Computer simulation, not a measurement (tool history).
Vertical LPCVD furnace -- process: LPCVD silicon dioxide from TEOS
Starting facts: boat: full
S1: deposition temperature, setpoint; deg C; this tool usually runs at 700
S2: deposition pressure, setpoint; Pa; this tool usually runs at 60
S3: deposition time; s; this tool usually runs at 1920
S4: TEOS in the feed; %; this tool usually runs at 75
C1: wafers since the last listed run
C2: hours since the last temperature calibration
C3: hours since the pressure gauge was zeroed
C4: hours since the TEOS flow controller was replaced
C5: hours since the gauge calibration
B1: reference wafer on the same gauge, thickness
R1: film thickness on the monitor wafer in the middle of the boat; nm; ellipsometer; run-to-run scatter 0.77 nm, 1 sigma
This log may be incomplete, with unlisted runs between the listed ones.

run    hour   S1    S2    S3  S4    C1      C2      C3      C4      C5      B1      R1
  1       0  707    52  1920  75     0   155.4  3622.4  4969.7   332.9  265.85  306.66
  2    41.1  700    60  1920  75   522   196.5  3663.5  5010.8     374  266.19  279.67
  3   112.7  700    60  1920  75   911   268.1  3735.1  5082.4   445.6  266.03  278.42
  4   147.6  700    60  1920  84   444     303    3770  5117.3   480.5  266.01  296.74
  5   194.8  700    60  1920  84   600   350.2  3817.2  5164.5   527.7  265.92     296
  6   252.1  700    60  1920  84   729   407.5  3874.5  5221.8     585  265.83  296.53
  7   280.1  708    60  1920  75   356   435.5  3902.5  5249.8     613  266.13  337.43
  8   314.2  708    60  1920  75   433   469.6  3936.6  5283.9   647.1  266.17  335.87
  9   354.1  700  64.7  2250  75   507   509.5  3976.5  5323.8     687  265.84  340.85
 10   415.5  700    60  1920  75   781   570.9  4037.9  5385.2   748.4  265.95  280.85
 11     478  695    60  1920  75   795   633.4  4100.4  5447.7   810.9  266.22   251.3
 12   505.1  700  65.3  1920  75   344   660.5  4127.5  5474.8     838  265.91  292.95
 13   568.5  700    60  1920  84   806   723.9  4190.9  5538.2   901.4  266.06  297.71
 14   613.4  705    60  1920  75   571   768.8  4235.8  5583.1   946.3  265.93  316.96
 15   657.7  700    60  1500  60   563   813.1  4280.1  5627.4   990.6  266.02  196.25
      695.4  -- TEOS flow controller replaced
      746.2  -- pressure gauge zeroed
 16   746.7  700    60  1920  75   521   902.1     0.5    51.3  1079.6  265.84  275.16
 17   776.4  700    60  1920  75   377   931.8    30.2      81  1109.3     266  275.84
 18     828  700    60  1920  75   656   983.4    81.8   132.6  1160.9  266.06  276.56
 19   879.6  700    60  1920  75   656    1035   133.4   184.2  1212.5  265.71   278.7
        891  -- gauge calibrated
 20   907.3  700    70  2610  81   352  1062.7   161.1   211.9    16.3   265.8  423.37
 21   961.8  700  71.3  1920  69   693  1117.2   215.6   266.4    70.8  266.08  291.39
 22  1019.4  707    60  2220  75   732  1174.8   273.2     324   128.4  266.07  377.12
 23    1191  700    60  1560  81  2183  1346.4   444.8   495.6     300  266.36  236.19
 24  1226.6  700    60  1920  75   452    1382   480.4   531.2   335.6  266.03  280.53
 25    1289  707    60  1920  75   793  1444.4   542.8   593.6     398  266.09  328.68

Predict the results of run 26:
 26  1355.9  700  66  1920  75  851  1511.3  609.7  660.5  464.9   ?   ?

{"run 26": {"B1": 266.1, "R1": 293.95}}
With no hidden state in the tool, this same run would have given R1 284.27 nm.
